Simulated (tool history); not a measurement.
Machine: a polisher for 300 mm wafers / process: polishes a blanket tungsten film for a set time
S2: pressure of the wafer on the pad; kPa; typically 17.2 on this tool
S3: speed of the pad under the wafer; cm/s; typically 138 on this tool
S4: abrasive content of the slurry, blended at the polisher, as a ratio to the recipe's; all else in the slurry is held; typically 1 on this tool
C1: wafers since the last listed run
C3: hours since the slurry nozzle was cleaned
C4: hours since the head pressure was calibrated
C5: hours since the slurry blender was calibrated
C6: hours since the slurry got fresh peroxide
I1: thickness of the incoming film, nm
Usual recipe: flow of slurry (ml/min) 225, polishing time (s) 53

Run 1, hour 0: usual settings but flow of slurry (ml/min) 160, S4 1.15; C1 0; wafers polished on this pad 304; C3 365.8; C4 323.3; C5 81.1; C6 77.7; I1 664.4. Result: film removed (angstrom) 2351.
Run 2, hour 13: usual settings but flow of slurry (ml/min) 160, S4 1.15; C1 124; wafers polished on this pad 428; C3 378.8; C4 336.3; C5 94.1; C6 90.7; I1 658.9. Result: film removed (angstrom) 2313.
Run 3, hour 26: usual settings but flow of slurry (ml/min) 160, S4 1.15; C1 124; wafers polished on this pad 552; C3 391.8; C4 349.3; C5 107.1; C6 103.7; I1 658.4. Result: film removed (angstrom) 2326.
Run 4, hour 37.5: usual settings; C1 109; wafers polished on this pad 662; C3 403.3; C4 360.8; C5 118.6; C6 115.2; I1 646.3. Result: film removed (angstrom) 2332.
At hour 43.9: slurry tank refilled with fresh slurry and peroxide.
Run 5, hour 44.4: usual settings but S2 18.6 kPa, S3 110 cm/s; C1 56; wafers polished on this pad 719; C3 410.2; C4 367.7; C5 125.5; C6 0.5; I1 658.7. Result: film removed (angstrom) 2014.
Run 6, hour 61.7: usual settings but S2 18.6 kPa, S3 110 cm/s; C1 165; wafers polished on this pad 884; C3 427.5; C4 385; C5 142.8; C6 17.8; I1 664.3. Result: film removed (angstrom) 2060.
At hour 72: slurry nozzle cleaned.
Run 7, hour 78.9: usual settings but S2 18.6 kPa, S3 110 cm/s; C1 154; wafers polished on this pad 1039; C3 6.9; C4 402.2; C5 160; C6 35; I1 660.8. Result: film removed (angstrom) 2040.
At hour 87.1: slurry blender recalibrated.
Run 8, hour 87.6: usual settings but flow of slurry (ml/min) 190, S3 98 cm/s; C1 64; wafers polished on this pad 1103; C3 15.6; C4 410.9; C5 0.5; C6 43.7; I1 664.1. Result: film removed (angstrom) 1653.
Run 9, hour 99.2: usual settings; C1 110; wafers polished on this pad 1214; C3 27.2; C4 422.5; C5 12.1; C6 55.3; I1 656. Result: film removed (angstrom) 2364.
At hour 111.2: head pressure recalibrated.
At hour 114.4: worn pad replaced by a new one.
Run 10, hour 114.9: usual settings but S3 158 cm/s; C1 100; wafers polished on this pad 4; C3 42.9; C4 3.7; C5 27.8; C6 71; I1 660.5. Result: film removed (angstrom) 2500.
Run 11, hour 119.6: usual settings but flow of slurry (ml/min) 295; C1 44; wafers polished on this pad 49; C3 47.6; C4 8.4; C5 32.5; C6 75.7; I1 658.2. Result: film removed (angstrom) 2260.
Run 12, hour 126.8: usual settings but S2 21.4 kPa, S3 94 cm/s; C1 68; wafers polished on this pad 118; C3 54.8; C4 15.6; C5 39.7; C6 82.9; I1 663.1. Result: film removed (angstrom) 1865.
Run 13, hour 133.8: usual settings but S2 22.1 kPa, S3 178 cm/s, S4 0.8; C1 66; wafers polished on this pad 185; C3 61.8; C4 22.6; C5 46.7; C6 89.9; I1 658.3. Result: film removed (angstrom) 3426.
At hour 142.6: slurry tank refilled with fresh slurry and peroxide.
Run 14, hour 144.1: usual settings but S2 13.8 kPa, S3 100 cm/s, S4 1.1, polishing time (s) 63; C1 88; wafers polished on this pad 274; C3 72.1; C4 32.9; C5 57; C6 1.5; I1 652.5. Result: film removed (angstrom) 1575.

Each row is a separate what-if for the run after 14, all from the same tool condition, not one after another. Results?
Run A, hour 144.5: usual settings but S3 178 cm/s; C1 3; wafers polished on this pad 278; C3 72.5; C4 33.3; C5 57.4; C6 1.9; I1 659.5. Result: film removed (angstrom) ?.
Run B, hour 144.5: usual settings but flow of slurry (ml/min) 255, S2 14.5 kPa, S4 0.9; C1 3; wafers polished on this pad 278; C3 72.5; C4 33.3; C5 57.4; C6 1.9; I1 659.5. Result: film removed (angstrom) ?.
Run C, hour 144.5: usual settings but flow of slurry (ml/min) 190, S2 12.4 kPa, polishing time (s) 61; C1 3; wafers polished on this pad 278; C3 72.5; C4 33.3; C5 57.4; C6 1.9; I1 659.5. Result: film removed (angstrom) ?.
Run D, hour 144.5: usual settings but flow of slurry (ml/min) 195; C1 3; wafers polished on this pad 278; C3 72.5; C4 33.3; C5 57.4; C6 1.9; I1 659.5. Result: film removed (angstrom) ?.
Run E, hour 144.5: usual settings but S3 152 cm/s, polishing time (s) 47; C1 3; wafers polished on this pad 278; C3 72.5; C4 33.3; C5 57.4; C6 1.9; I1 659.5. Result: film removed (angstrom) ?.

run  film removed (angstrom)
  A                     2883
  B                     1856
  C                     1822
  D                     2205
  E                     2183
What these runs would have given with no unlogged condition in the tool:
run  film removed (angstrom)
  A                     2776
  B                     1787
  C                     1754
  D                     2123
  E                     2102

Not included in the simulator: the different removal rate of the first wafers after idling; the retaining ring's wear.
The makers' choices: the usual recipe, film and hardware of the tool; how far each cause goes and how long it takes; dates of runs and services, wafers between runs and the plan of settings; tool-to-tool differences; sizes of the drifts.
